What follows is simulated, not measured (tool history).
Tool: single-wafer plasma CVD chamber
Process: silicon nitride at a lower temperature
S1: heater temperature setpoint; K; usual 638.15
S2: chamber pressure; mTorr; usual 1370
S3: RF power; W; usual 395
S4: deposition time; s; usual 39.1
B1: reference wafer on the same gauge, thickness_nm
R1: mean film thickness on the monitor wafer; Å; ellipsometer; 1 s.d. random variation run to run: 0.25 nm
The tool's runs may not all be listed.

| run | hour | S1 | S2 | S3 | S4 | B1 | R1 |
|---|---|---|---|---|---|---|---|
| 1 | 0 | 642.15 | 1370 | 395 | 39.1 | 63.834 | 519.45 |
| 2 | 92.1 | 638.15 | 1370 | 395 | 39.1 | 63.828 | 518.73 |
| 3 | 164.9 | 638.15 | 1370 | 395 | 39.1 | 63.749 | 521.09 |
|  | 199.7 | gauge calibrated |
| 4 | 236.1 | 638.15 | 1610 | 395 | 39.1 | 63.758 | 542.58 |
| 5 | 325.1 | 638.15 | 1610 | 395 | 39.1 | 63.826 | 540.56 |
| 6 | 362.6 | 638.15 | 1610 | 395 | 39.1 | 63.837 | 540.03 |
| 7 | 461.3 | 638.15 | 1370 | 395 | 39.1 | 64.017 | 518.45 |
| 8 | 500 | 638.15 | 1370 | 395 | 39.1 | 64.017 | 512.96 |
| 9 | 603.5 | 638.15 | 1030 | 395 | 35.1 | 63.779 | 431.49 |
|  | 659.7 | capacitance manometer re-zeroed and calibrated |
|  | 673.1 | RF generator calibrated |
| 10 | 689.6 | 638.15 | 1120 | 415 | 31.6 | 63.79 | 429.99 |
| 11 | 743.2 | 638.15 | 1370 | 395 | 39.1 | 63.758 | 537.98 |
| 12 | 794.9 | 638.15 | 1370 | 395 | 39.1 | 63.796 | 535.8 |
| 13 | 872.3 | 629.15 | 1370 | 445 | 39.1 | 63.692 | 584.31 |
| 14 | 952.2 | 638.15 | 1540 | 340 | 39.1 | 63.919 | 499.13 |
| 15 | 1001.7 | 638.15 | 1370 | 395 | 39.1 | 63.786 | 535.16 |
|  | 1064.4 | showerhead replaced |
| 16 | 1243.2 | 646.15 | 1570 | 415 | 45.3 | 63.764 | 660.2 |
| 17 | 1322 | 653.15 | 1370 | 470 | 32.6 | 63.885 | 495.7 |
| 18 | 1363.4 | 638.15 | 1660 | 440 | 39.1 | 63.913 | 600.57 |
|  | 1436.8 | thermocouple changed; heater temperature recalibrated |
| 19 | 1440.5 | 630.15 | 1370 | 395 | 43.6 | 63.709 | 590.13 |
| 20 | 1502.2 | 648.15 | 1370 | 445 | 45 | 63.87 | 659.2 |
| 21 | 1606.3 | 638.15 | 1370 | 395 | 45.6 | 63.836 | 623.57 |
| 22 | 1690.1 | 653.15 | 1370 | 395 | 39.1 | 63.896 | 525.01 |
| 23 | 1780 | 638.15 | 1480 | 455 | 42.8 | 63.761 | 650.36 |
| 24 | 1885.8 | 624.15 | 1520 | 425 | 46 | 63.796 | 673.25 |
| 25 | 1995.1 | 638.15 | 1370 | 395 | 39.1 | 63.798 | 527.07 |
| 26 | 2100.8 | 638.15 | 1370 | 395 | 39.1 | 63.752 | 524.36 |
| 27 | 2181.3 | 651.15 | 1600 | 395 | 39.1 | 63.797 | 544.41 |
| 28 | 2261.8 | 627.15 | 1040 | 395 | 32.8 | 63.877 | 410.07 |

Branching from run 28: 4 alternative next runs. What would each branch give?
| A | 2262.2 | 638.15 | 1370 | 395 | 39.1 | ? | ? |
| B | 2262.2 | 650.15 | 1100 | 440 | 35.9 | ? | ? |
| C | 2262.2 | 644.15 | 1080 | 360 | 33.2 | ? | ? |
| D | 2262.2 | 629.15 | 1370 | 395 | 39.1 | ? | ? |

| run | B1 | R1 |
|---|---|---|
| A | 63.813 | 526.4 |
| B | 63.813 | 488.32 |
| C | 63.813 | 393.08 |
| D | 63.813 | 528.15 |
Take away the tool's hidden state, keep each run's random variation, and the runs would have read:
| run | R1 |
|---|---|
| A | 543.86 |
| B | 503.71 |
| C | 406.33 |
| D | 545.68 |

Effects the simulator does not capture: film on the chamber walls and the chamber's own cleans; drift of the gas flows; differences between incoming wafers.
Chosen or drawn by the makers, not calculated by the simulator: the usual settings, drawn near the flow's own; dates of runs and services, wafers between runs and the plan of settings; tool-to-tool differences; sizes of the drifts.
